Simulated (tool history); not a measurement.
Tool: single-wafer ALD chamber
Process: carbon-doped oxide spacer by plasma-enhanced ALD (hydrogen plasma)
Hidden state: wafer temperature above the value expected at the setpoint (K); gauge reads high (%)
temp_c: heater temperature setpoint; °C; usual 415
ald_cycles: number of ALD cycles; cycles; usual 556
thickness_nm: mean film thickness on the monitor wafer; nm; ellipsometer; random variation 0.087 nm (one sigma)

| run | hour | temp_c | ald_cycles | wafers since the last listed run | hours since the last thermocouple change | hours since the gauge calibration | read-back reference wafer on the same gauge, thickness_nm | thickness_nm |
|---|---|---|---|---|---|---|---|---|
| 1 | 0.0 | 407 | 491 | 0 | 1131.2 | 1501.3 | 29.703 | 24.152 |
| 2 | 37.0 | 407 | 491 | 29 | 1168.2 | 1538.3 | 29.691 | 24.240 |
|  | 87.9 | thermocouple changed; heater temperature recalibrated |
| 3 | 103.1 | 407 | 556 | 45 | 15.2 | 1604.4 | 29.684 | 27.102 |
| 4 | 137.2 | 407 | 556 | 26 | 49.3 | 1638.5 | 29.697 | 27.117 |
| 5 | 194.1 | 415 | 556 | 44 | 106.2 | 1695.4 | 29.704 | 26.606 |
| 6 | 264.4 | 427 | 556 | 55 | 176.5 | 1765.7 | 29.696 | 25.594 |
| 7 | 328.2 | 427 | 556 | 50 | 240.3 | 1829.5 | 29.693 | 25.737 |
| 8 | 353.7 | 426 | 556 | 20 | 265.8 | 1855.0 | 29.686 | 25.704 |
| 9 | 406.4 | 426 | 556 | 41 | 318.5 | 1907.7 | 29.696 | 25.680 |
| 10 | 437.1 | 412 | 556 | 24 | 349.2 | 1938.4 | 29.682 | 26.703 |
| 11 | 508.4 | 412 | 556 | 56 | 420.5 | 2009.7 | 29.673 | 26.882 |
| 12 | 543.1 | 415 | 556 | 27 | 455.2 | 2044.4 | 29.693 | 26.458 |
| 13 | 611.2 | 415 | 556 | 53 | 523.3 | 2112.5 | 29.681 | 26.486 |
| 14 | 658.1 | 415 | 556 | 36 | 570.2 | 2159.4 | 29.709 | 26.556 |
| 15 | 704.0 | 415 | 556 | 36 | 616.1 | 2205.3 | 29.708 | 26.686 |
| 16 | 737.9 | 407 | 489 | 26 | 650.0 | 2239.2 | 29.706 | 24.109 |
| 17 | 800.5 | 407 | 489 | 49 | 712.6 | 2301.8 | 29.709 | 23.808 |
| 18 | 858.7 | 411 | 623 | 45 | 770.8 | 2360.0 | 29.699 | 30.095 |
| 19 | 902.0 | 411 | 623 | 34 | 814.1 | 2403.3 | 29.699 | 30.263 |
| 20 | 963.5 | 411 | 623 | 48 | 875.6 | 2464.8 | 29.688 | 30.055 |
| 21 | 1034.3 | 411 | 556 | 55 | 946.4 | 2535.6 | 29.697 | 26.875 |
| 22 | 1100.3 | 415 | 556 | 51 | 1012.4 | 2601.6 | 29.699 | 26.725 |
| 23 | 1252.7 | 421 | 589 | 119 | 1164.8 | 2754.0 | 29.692 | 27.833 |
|  | 1268.8 | gauge calibrated |
|  | 1338.2 | thermocouple changed; heater temperature recalibrated |
| 24 | 1364.1 | 428 | 627 | 81 | 25.9 | 95.3 | 29.702 | 29.404 |
| 25 | 1406.1 | 407 | 619 | 33 | 67.9 | 137.3 | 29.698 | 30.750 |
| 26 | 1433.5 | 420 | 653 | 21 | 95.3 | 164.7 | 29.714 | 31.454 |
| 27 | 1481.5 | 426 | 645 | 37 | 143.3 | 212.7 | 29.717 | 30.393 |
| 28 | 1538.9 | 422 | 636 | 45 | 200.7 | 270.1 | 29.689 | 30.356 |
| 29 | 1598.9 | 420 | 602 | 47 | 260.7 | 330.1 | 29.669 | 28.943 |
|  | 1681.0 | thermocouple changed; heater temperature recalibrated, repeated, since the last time left the tool worse |
| 30 | 1811.3 | 400 | 556 | 160 | 130.3 | 542.5 | 29.696 | 27.625 |
| 31 | 1956.8 | 422 | 625 | 114 | 275.8 | 688.0 | 29.702 | 29.298 |
| 32 | 2013.7 | 406 | 661 | 44 | 332.7 | 744.9 | 29.698 | 32.388 |
| 33 | 2081.5 | 415 | 556 | 53 | 400.5 | 812.7 | 29.693 | 26.651 |
| 34 | 2137.4 | 423 | 512 | 43 | 456.4 | 868.6 | 29.689 | 23.814 |
| 35 | 2204.1 | 425 | 515 | 52 | 523.1 | 935.3 | 29.691 | 23.915 |
| 36 | 2261.2 | 415 | 556 | 44 | 580.2 | 992.4 | 29.693 | 26.572 |
| 37 | 2315.9 | 419 | 647 | 43 | 634.9 | 1047.1 | 29.711 | 30.810 |
| 38 | 2358.9 | 421 | 476 | 33 | 677.9 | 1090.1 | 29.697 | 22.401 |
| 39 | 2383.5 | 415 | 556 | 19 | 702.5 | 1114.7 | 29.703 | 26.666 |
| 40 | 2410.4 | 426 | 513 | 21 | 729.4 | 1141.6 | 29.697 | 23.854 |

Hidden state or all else? Some run-to-run changes of thickness_nm, split into what the settings, what came in and random variation would give without the hidden state, and what is left for the hidden state (with any gauge scatter that isn't in both results):
Run 2 -> 3: ald_cycles 491 -> 556, thermocouple changed; heater temperature recalibrated. thickness_nm +2.862 nm: hidden state -0.216, all else +3.078.
Run 17 -> 18: temp_c 407 -> 411, ald_cycles 489 -> 623. thickness_nm +6.287 nm: hidden state +0.048, all else +6.239.
Run 23 -> 24: temp_c 421 -> 428, ald_cycles 589 -> 627, gauge calibrated, thermocouple changed; heater temperature recalibrated. thickness_nm +1.571 nm: hidden state +0.304, all else +1.267.
Run 29 -> 30: temp_c 420 -> 400, ald_cycles 602 -> 556, thermocouple changed; heater temperature recalibrated, repeated, since the last time left the tool worse. thickness_nm -1.318 nm: hidden state -0.622, all else -0.696.
Run 32 -> 33: temp_c 406 -> 415, ald_cycles 661 -> 556. thickness_nm -5.737 nm: hidden state +0.009, all else -5.746.
Run 37 -> 38: temp_c 419 -> 421, ald_cycles 647 -> 476. thickness_nm -8.409 nm: hidden state -0.011, all else -8.398.

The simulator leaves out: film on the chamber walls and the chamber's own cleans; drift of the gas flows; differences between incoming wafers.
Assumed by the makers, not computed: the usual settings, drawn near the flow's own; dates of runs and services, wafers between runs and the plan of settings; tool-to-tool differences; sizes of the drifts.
